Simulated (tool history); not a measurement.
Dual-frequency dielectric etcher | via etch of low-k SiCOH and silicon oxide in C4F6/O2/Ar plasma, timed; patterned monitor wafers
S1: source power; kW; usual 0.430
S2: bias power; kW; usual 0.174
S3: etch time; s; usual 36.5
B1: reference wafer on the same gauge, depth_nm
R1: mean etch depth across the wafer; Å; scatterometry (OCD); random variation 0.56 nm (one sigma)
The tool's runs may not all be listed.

run	day	S1	S2	S3	B1	R1
1	0.000	0.350	0.174	42.0	109.3	1002
# day 3.408: bias power generator calibrated
2	3.929	0.350	0.174	42.0	109.3	1024
3	7.333	0.350	0.174	42.0	109.4	1021
4	9.358	0.430	0.174	36.5	109.1	948
5	12.462	0.430	0.174	36.5	109.1	940
6	15.238	0.430	0.174	36.5	109.3	958
7	17.767	0.400	0.201	36.5	109.3	1000
8	19.467	0.430	0.151	36.5	109.2	904
# day 21.258: wet clean of the chamber
9	23.050	0.370	0.133	47.0	109.3	1019
# day 28.033: upper electrode replaced
10	28.054	0.390	0.174	36.5	109.3	913
11	29.071	0.350	0.174	42.0	109.3	1015
# day 30.171: source power generator calibrated
12	36.071	0.520	0.139	39.5	109.3	984
13	38.571	0.520	0.174	28.0	109.1	761
14	42.071	0.480	0.153	28.0	109.1	715
# day 46.792: wet clean of the chamber
15	46.812	0.470	0.186	46.0	109.2	1227
16	49.062	0.430	0.174	29.5	109.2	750
17	52.362	0.530	0.208	29.5	109.2	864
18	54.962	0.430	0.174	36.5	109.2	942
# day 55.467: gauge calibrated
19	59.442	0.430	0.174	36.5	109.2	943
20	63.612	0.520	0.157	44.0	109.2	1145
# day 67.892: wet clean of the chamber
21	67.912	0.380	0.174	36.5	109.2	880
22	70.658	0.490	0.174	36.5	109.1	939
23	73.021	0.350	0.192	47.0	109.2	1168
24	74.892	0.490	0.196	36.5	109.2	1014
25	77.800	0.430	0.151	36.5	109.1	877
26	81.646	0.430	0.174	36.5	109.2	942
27	83.446	0.520	0.174	36.5	109.2	993
28	85.529	0.540	0.189	45.5	109.3	1299

Hidden state or all else? Some run-to-run changes of R1, split into what the settings, what came in and random variation would give without the hidden state, and what is left for the hidden state (with any gauge scatter that isn't in both results):
The hidden state here: etch rate over this chamber's usual, %; source power that arrives over what is set, %; bias power that arrives over what is set, %; gauge reads high (%).
Run 8 -> 9: S1 0.430 -> 0.370, S2 0.151 -> 0.133, S3 36.5 -> 47.0, wet clean of the chamber. R1 +115 Å: hidden state -38, all else +153.
Run 14 -> 15: S1 0.480 -> 0.470, S2 0.153 -> 0.186, S3 28.0 -> 46.0, wet clean of the chamber. R1 +512 Å: hidden state -23, all else +535.
Run 15 -> 16: S1 0.470 -> 0.430, S2 0.186 -> 0.174, S3 46.0 -> 29.5. R1 -477 Å: hidden state +2, all else -479.
Run 20 -> 21: S1 0.520 -> 0.380, S2 0.157 -> 0.174, S3 44.0 -> 36.5, wet clean of the chamber. R1 -265 Å: hidden state -48, all else -217.
